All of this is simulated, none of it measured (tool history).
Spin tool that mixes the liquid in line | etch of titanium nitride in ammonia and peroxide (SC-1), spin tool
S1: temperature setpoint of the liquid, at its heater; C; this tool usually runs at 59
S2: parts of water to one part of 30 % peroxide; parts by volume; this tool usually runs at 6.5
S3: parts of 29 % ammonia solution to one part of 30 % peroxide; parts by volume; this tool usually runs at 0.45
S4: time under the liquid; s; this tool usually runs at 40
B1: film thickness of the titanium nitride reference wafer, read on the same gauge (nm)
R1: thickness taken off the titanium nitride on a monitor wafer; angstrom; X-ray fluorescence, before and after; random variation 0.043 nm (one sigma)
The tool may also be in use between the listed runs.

run,hour,S1,S2,S3,S4,B1,R1
1,0,59,6.5,0.45,40,29.26,75.4
# hour 27.4: new drum of ammonia solution connected
2,90.9,59,6.5,0.45,40,29.12,75.8
3,189.4,59,6.5,0.45,40,29.03,76.1
4,237.4,59,6.5,0.45,40,28.98,76
5,324.2,59,6.5,0.45,40,28.91,75.8
6,403.6,59,6.5,0.45,40,28.86,74.9
7,495.5,59,6.5,0.45,40,28.78,75.2
8,557.4,59,5.5,0.45,40,28.74,81.4
# hour 573.1: new drum of ammonia solution connected
9,625.2,59,5.5,0.45,40,28.7,82
10,723.2,59,6.5,0.45,40,28.69,74.3
11,769.1,59,6.5,0.45,40,28.65,75
# hour 783.1: heated supply line repaired
12,863.6,53.5,6.5,0.5,40,28.63,52.8
13,957.7,59,9,0.45,55,28.57,87
14,1042.2,59,6.5,0.45,40,28.56,74.1
# hour 1093.2: new drum of ammonia solution connected
15,1138.3,59,6.5,0.45,40,28.54,74
# hour 1389.5: thermometer replaced
# hour 1400.7: ammonia flow meter replaced
16,1407.6,59,6.5,0.45,40,28.48,74.5
# hour 1473.6: gauge calibrated
17,1476.6,67,5,0.3,35,29.95,121.4
18,1520.9,59,8,0.45,25,29.85,43.9
# hour 1591.4: new drum of ammonia solution connected
19,1609.4,59,6.5,0.65,65,29.68,132.3
20,1665.2,59,8.5,0.45,25,29.58,42.2
21,1715.3,61.5,6.5,0.45,40,29.49,90.5
22,1805.6,64.5,9,0.25,40,29.35,83.6
23,1911.2,53,5,0.3,30,29.19,40.3
24,1969.4,59,6.5,0.45,40,29.13,75.7

For each run, what was the tool's unlogged condition?
liquid colder than its thermometer reads (K): 0 in every run
ammonia flow above the setpoint (%): 0 in every run
temperature lost on the way to the wafer (K): 0 in every run
ammonia solution weaker than its label (%): 0 in every run
H1: gauge reads high (%)
run,H1
1,-2.52
2,-2.89
3,-3.25
4,-3.4
5,-3.65
6,-3.85
7,-4.06
8,-4.18
9,-4.3
10,-4.46
11,-4.52
12,-4.65
13,-4.75
14,-4.83
15,-4.91
16,-5.09
17,-0.166
18,-0.506
19,-1.12
20,-1.47
21,-1.75
22,-2.22
23,-2.69
24,-2.92

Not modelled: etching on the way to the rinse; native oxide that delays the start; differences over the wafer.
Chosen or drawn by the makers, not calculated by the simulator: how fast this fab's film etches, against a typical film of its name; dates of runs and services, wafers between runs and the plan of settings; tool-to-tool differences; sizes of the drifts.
